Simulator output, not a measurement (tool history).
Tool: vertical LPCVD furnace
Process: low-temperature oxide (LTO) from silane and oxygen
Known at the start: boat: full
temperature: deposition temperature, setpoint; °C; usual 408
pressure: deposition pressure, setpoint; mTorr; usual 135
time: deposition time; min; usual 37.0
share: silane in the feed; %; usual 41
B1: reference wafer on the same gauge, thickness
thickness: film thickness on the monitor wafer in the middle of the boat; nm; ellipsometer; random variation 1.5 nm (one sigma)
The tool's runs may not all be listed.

run 1 hour=0.0 | temperature=408 pressure=135 time=37.0 share=41 | B1=290.29 | thickness=264.23
run 2 hour=70.2 | temperature=408 pressure=135 time=40.5 share=36 | B1=290.81 | thickness=244.05
run 3 hour=89.6 | temperature=408 pressure=135 time=40.5 share=36 | B1=290.75 | thickness=247.75
run 4 hour=112.4 | temperature=408 pressure=135 time=40.5 share=36 | B1=291.59 | thickness=246.28
run 5 hour=134.6 | temperature=408 pressure=115 time=37.0 share=44 | B1=291.47 | thickness=241.51
run 6 hour=163.4 | temperature=408 pressure=115 time=37.0 share=44 | B1=291.82 | thickness=244.02
run 7 hour=177.5 | temperature=408 pressure=115 time=37.0 share=44 | B1=292.22 | thickness=241.58
run 8 hour=211.4 | temperature=408 pressure=135 time=37.0 share=37 | B1=292.22 | thickness=232.25
-- hour=238.4 silane flow controller replaced
run 9 hour=242.4 | temperature=408 pressure=135 time=37.0 share=37 | B1=292.53 | thickness=236.69
-- hour=272.8 thermocouples replaced and temperature profile calibrated
run 10 hour=273.3 | temperature=400 pressure=135 time=37.0 share=41 | B1=293.39 | thickness=240.61
run 11 hour=289.1 | temperature=400 pressure=135 time=37.0 share=41 | B1=293.26 | thickness=244.23
run 12 hour=304.6 | temperature=408 pressure=155 time=48.5 share=41 | B1=293.48 | thickness=398.66
-- hour=318.1 gauge calibrated
run 13 hour=330.7 | temperature=403 pressure=120 time=37.0 share=41 | B1=287.60 | thickness=219.38
run 14 hour=345.1 | temperature=416 pressure=105 time=49.5 share=35 | B1=287.81 | thickness=244.15
-- hour=394.1 pressure gauge zeroed
run 15 hour=394.6 | temperature=416 pressure=135 time=37.0 share=33 | B1=287.80 | thickness=217.53
run 16 hour=399.6 | temperature=408 pressure=135 time=37.0 share=41 | B1=287.87 | thickness=261.38
run 17 hour=428.3 | temperature=416 pressure=165 time=23.0 share=35 | B1=288.57 | thickness=177.22
run 18 hour=463.3 | temperature=416 pressure=105 time=49.5 share=35 | B1=289.57 | thickness=245.45
run 19 hour=481.6 | temperature=408 pressure=135 time=32.0 share=37 | B1=289.70 | thickness=201.75
run 20 hour=497.8 | temperature=408 pressure=165 time=46.0 share=41 | B1=289.56 | thickness=396.77
run 21 hour=522.1 | temperature=403 pressure=135 time=37.0 share=41 | B1=289.93 | thickness=247.32
run 22 hour=548.8 | temperature=408 pressure=135 time=46.0 share=41 | B1=290.23 | thickness=326.42
run 23 hour=561.0 | temperature=408 pressure=135 time=37.0 share=41 | B1=290.25 | thickness=260.85
run 24 hour=575.2 | temperature=414 pressure=155 time=50.0 share=46 | B1=290.48 | thickness=488.83
run 25 hour=594.3 | temperature=408 pressure=135 time=37.0 share=41 | B1=290.86 | thickness=262.93
run 26 hour=613.2 | temperature=404 pressure=110 time=22.5 share=43 | B1=291.00 | thickness=131.74
run 27 hour=642.8 | temperature=408 pressure=135 time=37.0 share=41 | B1=291.55 | thickness=262.95
run 28 hour=660.9 | temperature=414 pressure=135 time=27.5 share=45 | B1=291.42 | thickness=229.45
run 29 hour=685.0 | temperature=420 pressure=145 time=37.0 share=46 | B1=291.33 | thickness=358.48
run 30 hour=711.7 | temperature=408 pressure=135 time=37.0 share=41 | B1=292.01 | thickness=262.83

Some steps in thickness between neighbouring runs. How much of each would the tool show without its hidden state too (settings, what came in, random variation), and how much is left for the hidden state, with any gauge scatter that isn't in both results?
The hidden state here: true tube temperature minus thermocouple reading, K; true pressure minus gauge reading, mTorr; deviation of the silane flow from its setpoint, %; gauge reads high (%).
Run 11 -> 12: temperature 400 -> 408, pressure 135 -> 155, time 37.0 -> 48.5. thickness +154.43 nm: hidden state +4.08, all else +150.35.
Run 12 -> 13: temperature 408 -> 403, pressure 155 -> 120, time 48.5 -> 37.0, gauge calibrated. thickness -179.28 nm: hidden state -8.91, all else -170.37.
Run 19 -> 20: pressure 135 -> 165, time 32.0 -> 46.0, share 37 -> 41. thickness +195.02 nm: hidden state +2.53, all else +192.49.
Run 23 -> 24: temperature 408 -> 414, pressure 135 -> 155, time 37.0 -> 50.0, share 41 -> 46. thickness +227.98 nm: hidden state +3.65, all else +224.33.
Run 24 -> 25: temperature 414 -> 408, pressure 155 -> 135, time 50.0 -> 37.0, share 46 -> 41. thickness -225.90 nm: hidden state -3.27, all else -222.63.
